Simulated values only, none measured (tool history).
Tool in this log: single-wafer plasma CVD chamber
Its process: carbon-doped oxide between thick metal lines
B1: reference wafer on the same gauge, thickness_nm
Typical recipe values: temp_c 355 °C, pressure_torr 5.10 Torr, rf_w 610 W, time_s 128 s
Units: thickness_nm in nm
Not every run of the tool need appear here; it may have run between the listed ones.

Run 1, day 0.000: usual settings but pressure_torr 4.59 Torr; B1 671.924. Result: thickness_nm 702.638 nm.
Run 2, day 2.254: usual settings but pressure_torr 4.59 Torr; B1 671.027. Result: thickness_nm 702.847 nm.
At day 2.621: thermocouple changed; heater temperature recalibrated.
Run 3, day 5.971: usual settings but pressure_torr 5.56 Torr; B1 670.936. Result: thickness_nm 726.761 nm.
Run 4, day 8.725: usual settings but rf_w 555 W; B1 670.939. Result: thickness_nm 696.486 nm.
Run 5, day 15.921: usual settings; B1 671.649. Result: thickness_nm 720.358 nm.
Run 6, day 18.942: usual settings; B1 671.326. Result: thickness_nm 718.289 nm.
At day 20.142: gauge calibrated.
Run 7, day 20.671: usual settings but temp_c 340 °C, pressure_torr 5.55 Torr, rf_w 700 W, time_s 146 s; B1 671.128. Result: thickness_nm 896.962 nm.
Run 8, day 22.650: usual settings but temp_c 348 °C, pressure_torr 5.74 Torr; B1 671.437. Result: thickness_nm 737.549 nm.
Run 9, day 26.825: usual settings; B1 671.142. Result: thickness_nm 714.216 nm.
Run 10, day 29.325: usual settings but temp_c 345 °C, pressure_torr 4.06 Torr, rf_w 550 W, time_s 114 s; B1 671.011. Result: thickness_nm 604.851 nm.
Run 11, day 30.954: usual settings but pressure_torr 4.59 Torr; B1 671.115. Result: thickness_nm 702.856 nm.
At day 33.596: capacitance manometer re-zeroed and calibrated.
Run 12, day 34.525: usual settings but temp_c 361 °C, rf_w 650 W, time_s 144 s; B1 670.442. Result: thickness_nm 801.139 nm.
Run 13, day 37.738: usual settings; B1 670.812. Result: thickness_nm 705.454 nm.
Run 14, day 40.383: usual settings but temp_c 363 °C, time_s 110 s; B1 671.394. Result: thickness_nm 595.338 nm.
Run 15, day 43.592: usual settings but temp_c 340 °C, time_s 148 s; B1 671.663. Result: thickness_nm 842.832 nm.
Run 16, day 46.304: usual settings but rf_w 510 W, time_s 144 s; B1 671.147. Result: thickness_nm 749.208 nm.
Run 17, day 47.971: usual settings but rf_w 700 W, time_s 116 s; B1 671.340. Result: thickness_nm 669.636 nm.
At day 50.779: showerhead replaced.
Run 18, day 52.258: usual settings but pressure_torr 5.84 Torr, time_s 104 s; B1 671.332. Result: thickness_nm 585.315 nm.
Run 19, day 53.862: usual settings but time_s 103 s; B1 671.315. Result: thickness_nm 570.426 nm.
Run 20, day 56.042: usual settings but rf_w 665 W; B1 670.703. Result: thickness_nm 728.217 nm.
Run 21, day 58.129: usual settings but temp_c 348 °C, pressure_torr 5.96 Torr; B1 671.202. Result: thickness_nm 734.121 nm.
Run 22, day 61.383: usual settings but temp_c 344 °C, pressure_torr 4.11 Torr; B1 671.123. Result: thickness_nm 691.074 nm.
At day 63.383: RF generator calibrated.
Run 23, day 70.533: usual settings but temp_c 347 °C, pressure_torr 4.40 Torr, rf_w 510 W; B1 671.206. Result: thickness_nm 666.826 nm.
Run 24, day 74.346: usual settings; B1 670.863. Result: thickness_nm 717.192 nm.
Run 25, day 77.333: usual settings but pressure_torr 5.70 Torr, rf_w 495 W, time_s 110 s; B1 671.566. Result: thickness_nm 584.315 nm.
Run 26, day 79.038: usual settings but temp_c 351 °C, pressure_torr 5.51 Torr; B1 670.779. Result: thickness_nm 729.482 nm.
At day 84.208: gauge calibrated.
At day 85.246: thermocouple changed; heater temperature recalibrated.
Run 27, day 85.896: usual settings; B1 671.924. Result: thickness_nm 710.941 nm.
Run 28, day 87.667: usual settings but temp_c 344 °C; B1 670.767. Result: thickness_nm 734.467 nm.
Run 29, day 89.304: usual settings but temp_c 362 °C, pressure_torr 4.17 Torr, rf_w 665 W, time_s 137 s; B1 670.987. Result: thickness_nm 748.008 nm.

Here are 3 independent what-if runs from the current tool condition. What would each one return?
Run A, day 89.321: usual settings; B1 ?. Result: thickness_nm ?.
Run B, day 89.321: usual settings but temp_c 362 °C, pressure_torr 4.19 Torr, rf_w 695 W, time_s 146 s; B1 ?. Result: thickness_nm ?.
Run C, day 89.321: usual settings but temp_c 360 °C; B1 ?. Result: thickness_nm ?.

run       B1  thickness_nm
  A  670.538       719.902
  B  670.538       815.844
  C  670.538       712.283
Had the tool no hidden state, the same runs would have come out as:
run  thickness_nm
  A       715.130
  B       810.316
  C       707.562
